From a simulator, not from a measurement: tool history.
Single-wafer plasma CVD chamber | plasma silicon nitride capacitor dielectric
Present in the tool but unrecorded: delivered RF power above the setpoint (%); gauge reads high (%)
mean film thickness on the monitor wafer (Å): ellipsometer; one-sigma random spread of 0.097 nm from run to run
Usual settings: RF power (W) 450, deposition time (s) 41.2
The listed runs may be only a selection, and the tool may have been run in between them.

| run | hour | RF power (W) | deposition time (s) | wafers since the last listed run | hours since the last RF generator calibration | hours since the showerhead was replaced | hours since the gauge calibration | read-back reference wafer on the same gauge, thickness_nm | mean film thickness on the monitor wafer (Å) |
|---|---|---|---|---|---|---|---|---|---|
| 1 | 0 | 450 | 41.2 | 0 | 1210.5 | 2319.1 | 472 | 60.476 | 600.82 |
| 2 | 61.9 | 450 | 41.2 | 2068 | 1272.4 | 2381 | 533.9 | 60.494 | 599.05 |
| 3 | 236.4 | 450 | 41.2 | 5830 | 1446.9 | 2555.5 | 708.4 | 60.487 | 598.46 |
|  | 245.8 | gauge calibrated |
| 4 | 310.9 | 450 | 41.2 | 2489 | 1521.4 | 2630 | 65.1 | 60.517 | 599.13 |
| 5 | 418.8 | 450 | 41.2 | 3605 | 1629.3 | 2737.9 | 173 | 60.49 | 600.66 |
| 6 | 514.3 | 450 | 41.2 | 3190 | 1724.8 | 2833.4 | 268.5 | 60.519 | 597.39 |
| 7 | 555.2 | 450 | 41.2 | 1366 | 1765.7 | 2874.3 | 309.4 | 60.497 | 599.12 |
|  | 597.8 | showerhead replaced |
| 8 | 611.6 | 450 | 41.2 | 1617 | 1822.1 | 13.8 | 365.8 | 60.491 | 598.61 |
|  | 663.3 | RF generator calibrated |
| 9 | 699.5 | 410 | 36.2 | 2669 | 36.2 | 101.7 | 453.7 | 60.552 | 523.97 |
| 10 | 744 | 450 | 41.2 | 1486 | 80.7 | 146.2 | 498.2 | 60.494 | 604.86 |
|  | 786.4 | gauge calibrated |
| 11 | 807.8 | 450 | 41.2 | 2131 | 144.5 | 210 | 21.4 | 60.493 | 603.48 |
| 12 | 865.3 | 395 | 35.5 | 1921 | 202 | 267.5 | 78.9 | 60.522 | 507.77 |
| 13 | 939.4 | 480 | 39.1 | 2475 | 276.1 | 341.6 | 153 | 60.512 | 580 |
| 14 | 988.9 | 475 | 36.2 | 1653 | 325.6 | 391.1 | 202.5 | 60.524 | 535.11 |
| 15 | 1089.6 | 495 | 35.1 | 3364 | 426.3 | 491.8 | 303.2 | 60.499 | 520.82 |

Alternative continuations, all from the tool just after run 15; predict every row:
| A | 1090 | 450 | 41.2 | 13 | 426.7 | 492.2 | 303.6 | ? | ? |
| B | 1090 | 450 | 45.1 | 13 | 426.7 | 492.2 | 303.6 | ? | ? |
| C | 1090 | 525 | 36.7 | 13 | 426.7 | 492.2 | 303.6 | ? | ? |
| D | 1090 | 450 | 34.6 | 13 | 426.7 | 492.2 | 303.6 | ? | ? |
| E | 1090 | 450 | 38.1 | 13 | 426.7 | 492.2 | 303.6 | ? | ? |

| run | read-back reference wafer on the same gauge, thickness_nm | mean film thickness on the monitor wafer (Å) |
|---|---|---|
| A | 60.492 | 600.14 |
| B | 60.492 | 656.95 |
| C | 60.492 | 549.66 |
| D | 60.492 | 504 |
| E | 60.492 | 554.98 |
What these runs would have given with no unlogged condition in the tool:
| run | mean film thickness on the monitor wafer (Å) |
|---|---|
| A | 605.83 |
| B | 663.18 |
| C | 554.87 |
| D | 508.78 |
| E | 560.24 |

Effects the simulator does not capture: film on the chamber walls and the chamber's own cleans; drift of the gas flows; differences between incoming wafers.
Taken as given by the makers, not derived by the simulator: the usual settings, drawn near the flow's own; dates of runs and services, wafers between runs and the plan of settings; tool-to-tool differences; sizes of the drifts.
